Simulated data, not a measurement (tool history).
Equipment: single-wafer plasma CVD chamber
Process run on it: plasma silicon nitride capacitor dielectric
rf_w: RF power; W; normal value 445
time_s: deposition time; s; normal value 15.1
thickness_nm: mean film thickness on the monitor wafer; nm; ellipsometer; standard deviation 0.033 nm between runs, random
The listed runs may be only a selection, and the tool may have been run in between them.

run,hour,rf_w,time_s,wafers since the last listed run,hours since the last RF generator calibration,hours since the showerhead was replaced,hours since the gauge calibration,"read-back reference wafer on the same gauge, thickness_nm",thickness_nm
1,0.0,445,15.1,0,1726.1,7389.4,374.0,18.998,21.703
2,6.5,445,15.1,251,1732.6,7395.9,380.5,18.996,21.634
3,18.9,445,15.1,480,1745.0,7408.3,392.9,19.003,21.723
4,31.8,445,15.1,499,1757.9,7421.2,405.8,19.003,21.679
5,39.7,445,15.1,306,1765.8,7429.1,413.7,18.997,21.683
6,47.4,445,15.7,298,1773.5,7436.8,421.4,19.001,22.505
7,63.2,445,15.7,612,1789.3,7452.6,437.2,19.008,22.608
8,70.3,445,15.7,275,1796.4,7459.7,444.3,19.004,22.466
9,80.5,445,15.1,395,1806.6,7469.9,454.5,19.005,21.679
10,97.1,445,15.1,643,1823.2,7486.5,471.1,19.004,21.656
11,105.8,445,15.1,337,1831.9,7495.2,479.8,18.998,21.597
12,115.3,445,15.1,368,1841.4,7504.7,489.3,18.999,21.653
13,124.7,445,15.1,364,1850.8,7514.1,498.7,18.998,21.613
14,140.9,445,15.1,627,1867.0,7530.3,514.9,19.002,21.609
# hour 144.9: gauge calibrated
15,158.4,445,15.1,678,1884.5,7547.8,13.5,19.000,21.605
16,172.8,445,15.1,558,1898.9,7562.2,27.9,18.999,21.591
17,178.9,445,15.1,236,1905.0,7568.3,34.0,18.993,21.633
18,189.9,445,15.1,426,1916.0,7579.3,45.0,19.000,21.618
# hour 198.5: RF generator calibrated
19,199.0,425,17.3,42,0.5,7588.4,54.1,18.995,25.175
20,204.1,480,13.5,197,5.6,7593.5,59.2,18.997,20.342
21,210.8,445,15.1,259,12.3,7600.2,65.9,19.002,22.245
22,228.3,445,15.1,678,29.8,7617.7,83.4,18.999,22.272
23,235.9,445,15.1,294,37.4,7625.3,91.0,19.000,22.292
24,243.2,525,15.1,282,44.7,7632.6,98.3,19.003,23.385
25,254.9,510,15.1,453,56.4,7644.3,110.0,19.002,23.176
26,266.8,445,15.7,461,68.3,7656.2,121.9,18.995,23.151
27,283.6,445,17.5,651,85.1,7673.0,138.7,19.003,25.798
28,290.4,445,15.1,263,91.9,7679.8,145.5,19.009,22.340
29,306.3,500,13.5,616,107.8,7695.7,161.4,18.995,20.584
30,320.2,385,15.1,538,121.7,7709.6,175.3,18.997,21.377
31,331.5,445,14.0,437,133.0,7720.9,186.6,18.995,20.645
32,342.0,415,17.3,406,143.5,7731.4,197.1,18.997,25.003
33,350.6,445,15.1,333,152.1,7740.0,205.7,19.002,22.267
34,360.6,475,13.5,387,162.1,7750.0,215.7,19.006,20.286
# hour 372.6: showerhead replaced
35,373.1,420,18.1,174,174.6,0.5,228.2,19.002,26.279
36,382.4,445,15.1,360,183.9,9.8,237.5,19.002,22.257
37,389.8,445,15.1,286,191.3,17.2,244.9,18.997,22.237
38,405.6,445,15.1,612,207.1,33.0,260.7,18.994,22.233
39,419.3,475,14.3,530,220.8,46.7,274.4,19.001,21.522
40,425.8,405,13.1,251,227.3,53.2,280.9,19.000,18.823
41,441.3,360,13.6,600,242.8,68.7,296.4,18.999,18.847
42,458.6,515,17.9,670,260.1,86.0,313.7,18.993,27.539
43,465.4,360,17.5,263,266.9,92.8,320.5,18.998,24.243
44,475.9,445,15.1,406,277.4,103.3,331.0,19.000,22.224
45,491.5,420,15.1,604,293.0,118.9,346.6,19.001,21.912

Predict each of these 3 candidate next runs independently; none follows another, all start after run 45:
A,491.9,495,15.1,15,293.4,119.3,347.0,?,?
B,491.9,390,16.3,15,293.4,119.3,347.0,?,?
C,491.9,490,13.3,15,293.4,119.3,347.0,?,?

run,"read-back reference wafer on the same gauge, thickness_nm",thickness_nm
A,18.992,22.982
B,18.992,23.180
C,18.992,20.184
With no hidden state in the tool, these same runs would have given:
run,thickness_nm
A,23.019
B,23.218
C,20.216

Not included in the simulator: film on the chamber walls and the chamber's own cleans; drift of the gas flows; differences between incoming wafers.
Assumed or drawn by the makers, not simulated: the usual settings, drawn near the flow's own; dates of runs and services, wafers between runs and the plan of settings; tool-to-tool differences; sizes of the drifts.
